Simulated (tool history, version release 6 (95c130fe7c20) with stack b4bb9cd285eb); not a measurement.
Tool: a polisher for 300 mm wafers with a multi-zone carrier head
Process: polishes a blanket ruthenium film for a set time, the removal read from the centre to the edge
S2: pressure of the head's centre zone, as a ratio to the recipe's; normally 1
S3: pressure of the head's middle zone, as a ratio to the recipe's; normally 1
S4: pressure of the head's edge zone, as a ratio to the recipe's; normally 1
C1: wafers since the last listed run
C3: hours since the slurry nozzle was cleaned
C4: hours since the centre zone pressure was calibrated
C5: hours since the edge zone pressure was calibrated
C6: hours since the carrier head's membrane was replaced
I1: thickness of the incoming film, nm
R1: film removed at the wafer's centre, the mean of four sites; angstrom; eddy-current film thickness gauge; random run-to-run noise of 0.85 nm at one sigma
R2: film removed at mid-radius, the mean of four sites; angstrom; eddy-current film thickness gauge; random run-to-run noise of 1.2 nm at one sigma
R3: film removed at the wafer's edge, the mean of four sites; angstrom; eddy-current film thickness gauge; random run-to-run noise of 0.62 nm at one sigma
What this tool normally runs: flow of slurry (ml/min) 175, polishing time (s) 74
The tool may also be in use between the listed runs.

{"run": 1, "hour": 0.0, "flow of slurry (ml/min)": 175, "S2": 1, "S3": 1, "S4": 1, "polishing time (s)": 74, "C1": 0, "wafers polished on this pad": 586, "C3": 42, "C4": 862, "C5": 339.3, "C6": 535.2, "I1": 439, "R1": 800, "R2": 810, "R3": 809}
{"hour": 51.8, "done": "carrier head's membrane replaced by a new one"}
{"run": 2, "hour": 102.6, "flow of slurry (ml/min)": 175, "S2": 1, "S3": 1, "S4": 1, "polishing time (s)": 74, "C1": 1201, "wafers polished on this pad": 1788, "C3": 144.6, "C4": 964.6, "C5": 441.9, "C6": 50.8, "I1": 439.2, "R1": 785, "R2": 789, "R3": 803}
{"run": 3, "hour": 196.7, "flow of slurry (ml/min)": 175, "S2": 1, "S3": 1, "S4": 1, "polishing time (s)": 74, "C1": 1158, "wafers polished on this pad": 2946, "C3": 238.7, "C4": 1058.7, "C5": 536, "C6": 144.9, "I1": 435.4, "R1": 774, "R2": 808, "R3": 803}
{"hour": 241.3, "done": "worn pad replaced by a new one"}
{"run": 4, "hour": 256.1, "flow of slurry (ml/min)": 175, "S2": 1, "S3": 1, "S4": 1, "polishing time (s)": 74, "C1": 682, "wafers polished on this pad": 181, "C3": 298.1, "C4": 1118.1, "C5": 595.4, "C6": 204.3, "I1": 438.5, "R1": 770, "R2": 782, "R3": 789}
{"run": 5, "hour": 339.3, "flow of slurry (ml/min)": 175, "S2": 1, "S3": 1, "S4": 1, "polishing time (s)": 74, "C1": 1024, "wafers polished on this pad": 1206, "C3": 381.3, "C4": 1201.3, "C5": 678.6, "C6": 287.5, "I1": 442.4, "R1": 766, "R2": 788, "R3": 790}
{"run": 6, "hour": 377.7, "flow of slurry (ml/min)": 175, "S2": 1, "S3": 1, "S4": 1, "polishing time (s)": 74, "C1": 472, "wafers polished on this pad": 1678, "C3": 419.7, "C4": 1239.7, "C5": 717, "C6": 325.9, "I1": 443.1, "R1": 763, "R2": 766, "R3": 786}
{"hour": 416.4, "done": "slurry nozzle cleaned"}
{"hour": 454.2, "done": "edge zone pressure recalibrated"}
{"run": 7, "hour": 454.7, "flow of slurry (ml/min)": 175, "S2": 1, "S3": 1, "S4": 1, "polishing time (s)": 74, "C1": 911, "wafers polished on this pad": 2590, "C3": 38.3, "C4": 1316.7, "C5": 0.5, "C6": 402.9, "I1": 433.3, "R1": 783, "R2": 812, "R3": 804}
{"run": 8, "hour": 508.5, "flow of slurry (ml/min)": 175, "S2": 1, "S3": 1, "S4": 1, "polishing time (s)": 74, "C1": 662, "wafers polished on this pad": 3252, "C3": 92.1, "C4": 1370.5, "C5": 54.3, "C6": 456.7, "I1": 440.6, "R1": 789, "R2": 794, "R3": 799}
{"hour": 544.5, "done": "centre zone pressure recalibrated"}
{"hour": 548.5, "done": "worn pad replaced by a new one"}
{"run": 9, "hour": 549.0, "flow of slurry (ml/min)": 175, "S2": 1, "S3": 1, "S4": 1, "polishing time (s)": 74, "C1": 424, "wafers polished on this pad": 6, "C3": 132.6, "C4": 4.5, "C5": 94.8, "C6": 497.2, "I1": 448.4, "R1": 776, "R2": 779, "R3": 798}
{"run": 10, "hour": 614.2, "flow of slurry (ml/min)": 175, "S2": 1, "S3": 1, "S4": 1, "polishing time (s)": 74, "C1": 802, "wafers polished on this pad": 809, "C3": 197.8, "C4": 69.7, "C5": 160, "C6": 562.4, "I1": 444.5, "R1": 774, "R2": 793, "R3": 803}
{"hour": 637.7, "done": "carrier head's membrane replaced by a new one"}
{"run": 11, "hour": 690.5, "flow of slurry (ml/min)": 220, "S2": 1, "S3": 0.93, "S4": 1.07, "polishing time (s)": 62, "C1": 877, "wafers polished on this pad": 1687, "C3": 274.1, "C4": 146, "C5": 236.3, "C6": 52.8, "I1": 431.8, "R1": 680, "R2": 641, "R3": 705}
{"run": 12, "hour": 747.2, "flow of slurry (ml/min)": 175, "S2": 0.97, "S3": 1, "S4": 0.97, "polishing time (s)": 74, "C1": 698, "wafers polished on this pad": 2385, "C3": 330.8, "C4": 202.7, "C5": 293, "C6": 109.5, "I1": 437.1, "R1": 738, "R2": 773, "R3": 774}
{"run": 13, "hour": 790.7, "flow of slurry (ml/min)": 175, "S2": 1, "S3": 1, "S4": 1, "polishing time (s)": 74, "C1": 535, "wafers polished on this pad": 2920, "C3": 374.3, "C4": 246.2, "C5": 336.5, "C6": 153, "I1": 432.6, "R1": 781, "R2": 769, "R3": 782}
{"hour": 847.7, "done": "worn pad replaced by a new one, of another model than before"}
{"run": 14, "hour": 859.3, "flow of slurry (ml/min)": 175, "S2": 1, "S3": 1, "S4": 1, "polishing time (s)": 74, "C1": 795, "wafers polished on this pad": 143, "C3": 442.9, "C4": 314.8, "C5": 405.1, "C6": 221.6, "I1": 445, "R1": 788, "R2": 799, "R3": 783}
{"hour": 985.3, "done": "slurry nozzle cleaned"}
{"hour": 1118.0, "done": "worn pad replaced by a new one"}
{"run": 15, "hour": 1169.9, "flow of slurry (ml/min)": 155, "S2": 1, "S3": 1, "S4": 1, "polishing time (s)": 74, "C1": 3762, "wafers polished on this pad": 639, "C3": 184.6, "C4": 625.4, "C5": 715.7, "C6": 532.2, "I1": 446.6, "R1": 774, "R2": 782, "R3": 784}
{"hour": 1199.9, "done": "carrier head's membrane replaced by a new one"}
{"run": 16, "hour": 1250.1, "flow of slurry (ml/min)": 175, "S2": 1, "S3": 1, "S4": 1, "polishing time (s)": 74, "C1": 925, "wafers polished on this pad": 1565, "C3": 264.8, "C4": 705.6, "C5": 795.9, "C6": 50.2, "I1": 450.2, "R1": 774, "R2": 810, "R3": 788}
{"run": 17, "hour": 1330.3, "flow of slurry (ml/min)": 175, "S2": 0.91, "S3": 1, "S4": 1, "polishing time (s)": 98, "C1": 987, "wafers polished on this pad": 2552, "C3": 345, "C4": 785.8, "C5": 876.1, "C6": 130.4, "I1": 439.8, "R1": 939, "R2": 1036, "R3": 1066}
{"run": 18, "hour": 1367.5, "flow of slurry (ml/min)": 175, "S2": 1.11, "S3": 1.11, "S4": 1, "polishing time (s)": 74, "C1": 458, "wafers polished on this pad": 3010, "C3": 382.2, "C4": 823, "C5": 913.3, "C6": 167.6, "I1": 439.7, "R1": 876, "R2": 865, "R3": 787}
{"hour": 1407.3, "done": "edge zone pressure recalibrated"}
{"hour": 1423.7, "done": "worn pad replaced by a new one"}
{"run": 19, "hour": 1424.1, "flow of slurry (ml/min)": 175, "S2": 1, "S3": 1, "S4": 1, "polishing time (s)": 52, "C1": 622, "wafers polished on this pad": 4, "C3": 438.8, "C4": 879.6, "C5": 16.8, "C6": 224.2, "I1": 430.9, "R1": 544, "R2": 551, "R3": 563}
{"run": 20, "hour": 1486.8, "flow of slurry (ml/min)": 175, "S2": 1, "S3": 1, "S4": 1, "polishing time (s)": 74, "C1": 771, "wafers polished on this pad": 776, "C3": 501.5, "C4": 942.3, "C5": 79.5, "C6": 286.9, "I1": 441.1, "R1": 784, "R2": 780, "R3": 778}

4 options for the next run, each taken on its own from the tool as it stands now. Forecast them:
{"run": "A", "hour": 1487.2, "flow of slurry (ml/min)": 175, "S2": 1, "S3": 1, "S4": 1, "polishing time (s)": 74, "C1": 4, "wafers polished on this pad": 781, "C3": 501.9, "C4": 942.7, "C5": 79.9, "C6": 287.3, "I1": 437.2, "R1": "?", "R2": "?", "R3": "?"}
{"run": "B", "hour": 1487.2, "flow of slurry (ml/min)": 220, "S2": 0.91, "S3": 1, "S4": 1, "polishing time (s)": 49, "C1": 4, "wafers polished on this pad": 781, "C3": 501.9, "C4": 942.7, "C5": 79.9, "C6": 287.3, "I1": 437.2, "R1": "?", "R2": "?", "R3": "?"}
{"run": "C", "hour": 1487.2, "flow of slurry (ml/min)": 175, "S2": 1, "S3": 1, "S4": 1, "polishing time (s)": 97, "C1": 4, "wafers polished on this pad": 781, "C3": 501.9, "C4": 942.7, "C5": 79.9, "C6": 287.3, "I1": 437.2, "R1": "?", "R2": "?", "R3": "?"}
{"run": "D", "hour": 1487.2, "flow of slurry (ml/min)": 175, "S2": 1, "S3": 1, "S4": 1, "polishing time (s)": 89, "C1": 4, "wafers polished on this pad": 781, "C3": 501.9, "C4": 942.7, "C5": 79.9, "C6": 287.3, "I1": 437.2, "R1": "?", "R2": "?", "R3": "?"}

run=A R1=760 R2=768 R3=796
run=B R1=476 R2=527 R3=541
run=C R1=997 R2=1007 R3=1044
run=D R1=914 R2=924 R3=958
Without the tool's hidden state the same runs would have given:
run=A R1=793 R2=797 R3=818
run=B R1=493 R2=543 R3=553
run=C R1=1039 R2=1045 R3=1072
run=D R1=953 R2=958 R3=984

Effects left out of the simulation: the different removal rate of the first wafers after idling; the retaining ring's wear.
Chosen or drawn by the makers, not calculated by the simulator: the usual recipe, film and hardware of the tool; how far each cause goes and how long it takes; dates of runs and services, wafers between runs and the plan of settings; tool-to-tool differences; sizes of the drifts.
